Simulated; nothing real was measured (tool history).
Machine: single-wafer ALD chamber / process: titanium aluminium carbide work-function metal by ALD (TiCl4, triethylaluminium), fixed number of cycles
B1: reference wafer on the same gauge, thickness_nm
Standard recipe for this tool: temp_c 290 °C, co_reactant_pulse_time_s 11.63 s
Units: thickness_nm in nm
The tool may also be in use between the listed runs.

run 1 day=0.000 | temp_c=290 co_reactant_pulse_time_s=11.63 | B1=2.359 | thickness_nm=1.945
run 2 day=1.092 | temp_c=295 co_reactant_pulse_time_s=11.63 | B1=2.360 | thickness_nm=2.004
run 3 day=2.417 | temp_c=295 co_reactant_pulse_time_s=11.63 | B1=2.360 | thickness_nm=2.001
run 4 day=3.008 | temp_c=290 co_reactant_pulse_time_s=8.17 | B1=2.361 | thickness_nm=1.702
run 5 day=4.308 | temp_c=290 co_reactant_pulse_time_s=8.17 | B1=2.362 | thickness_nm=1.706
run 6 day=5.679 | temp_c=290 co_reactant_pulse_time_s=8.17 | B1=2.358 | thickness_nm=1.708
run 7 day=6.592 | temp_c=290 co_reactant_pulse_time_s=13.34 | B1=2.360 | thickness_nm=2.023
run 8 day=7.379 | temp_c=290 co_reactant_pulse_time_s=11.63 | B1=2.361 | thickness_nm=1.964
run 9 day=8.538 | temp_c=290 co_reactant_pulse_time_s=11.63 | B1=2.358 | thickness_nm=1.942
run 10 day=9.329 | temp_c=290 co_reactant_pulse_time_s=11.63 | B1=2.358 | thickness_nm=1.935
-- day=9.950 triethylaluminium bottle replaced
-- day=12.121 gauge calibrated
run 11 day=12.408 | temp_c=290 co_reactant_pulse_time_s=11.63 | B1=2.358 | thickness_nm=2.137
run 12 day=13.804 | temp_c=290 co_reactant_pulse_time_s=11.63 | B1=2.362 | thickness_nm=2.118
run 13 day=14.917 | temp_c=290 co_reactant_pulse_time_s=11.63 | B1=2.360 | thickness_nm=2.107
-- day=16.238 thermocouple changed; heater temperature recalibrated
run 14 day=16.258 | temp_c=290 co_reactant_pulse_time_s=11.63 | B1=2.361 | thickness_nm=2.113
run 15 day=17.412 | temp_c=286 co_reactant_pulse_time_s=7.00 | B1=2.361 | thickness_nm=1.817
run 16 day=18.362 | temp_c=290 co_reactant_pulse_time_s=10.13 | B1=2.358 | thickness_nm=2.055
run 17 day=19.679 | temp_c=290 co_reactant_pulse_time_s=9.97 | B1=2.362 | thickness_nm=2.045
-- day=22.379 showerhead replaced, of another model than before
run 18 day=22.579 | temp_c=285 co_reactant_pulse_time_s=10.21 | B1=2.362 | thickness_nm=2.018
run 19 day=24.058 | temp_c=299 co_reactant_pulse_time_s=7.17 | B1=2.359 | thickness_nm=2.088
run 20 day=24.867 | temp_c=280 co_reactant_pulse_time_s=7.44 | B1=2.361 | thickness_nm=1.897
run 21 day=26.329 | temp_c=290 co_reactant_pulse_time_s=8.17 | B1=2.360 | thickness_nm=2.007
run 22 day=27.392 | temp_c=285 co_reactant_pulse_time_s=10.21 | B1=2.362 | thickness_nm=2.012
run 23 day=28.396 | temp_c=290 co_reactant_pulse_time_s=8.17 | B1=2.359 | thickness_nm=1.997
run 24 day=29.008 | temp_c=290 co_reactant_pulse_time_s=14.83 | B1=2.360 | thickness_nm=2.124
run 25 day=30.300 | temp_c=290 co_reactant_pulse_time_s=14.64 | B1=2.359 | thickness_nm=2.134
run 26 day=31.400 | temp_c=280 co_reactant_pulse_time_s=16.15 | B1=2.362 | thickness_nm=2.028
run 27 day=32.288 | temp_c=290 co_reactant_pulse_time_s=11.63 | B1=2.361 | thickness_nm=2.096
run 28 day=32.850 | temp_c=298 co_reactant_pulse_time_s=12.92 | B1=2.359 | thickness_nm=2.193
run 29 day=33.479 | temp_c=290 co_reactant_pulse_time_s=11.63 | B1=2.362 | thickness_nm=2.075
run 30 day=34.788 | temp_c=285 co_reactant_pulse_time_s=9.63 | B1=2.360 | thickness_nm=1.984
run 31 day=35.979 | temp_c=290 co_reactant_pulse_time_s=16.03 | B1=2.358 | thickness_nm=2.128
run 32 day=36.842 | temp_c=290 co_reactant_pulse_time_s=11.63 | B1=2.361 | thickness_nm=2.089
run 33 day=38.183 | temp_c=304 co_reactant_pulse_time_s=7.46 | B1=2.359 | thickness_nm=2.103

Each row is a separate what-if for the run after 33, all from the same tool condition, not one after another. Results?
run A day=38.200 | temp_c=290 co_reactant_pulse_time_s=11.63 | B1=? | thickness_nm=?
run B day=38.200 | temp_c=296 co_reactant_pulse_time_s=10.17 | B1=? | thickness_nm=?
run C day=38.200 | temp_c=290 co_reactant_pulse_time_s=16.21 | B1=? | thickness_nm=?
run D day=38.200 | temp_c=290 co_reactant_pulse_time_s=15.28 | B1=? | thickness_nm=?

run=A B1=2.360 thickness_nm=2.077
run=B B1=2.360 thickness_nm=2.109
run=C B1=2.360 thickness_nm=2.132
run=D B1=2.360 thickness_nm=2.125
With the hidden condition removed and each run's random variation left untouched, the same runs would have given:
run=A thickness_nm=2.126
run=B thickness_nm=2.173
run=C thickness_nm=2.154
run=D thickness_nm=2.151
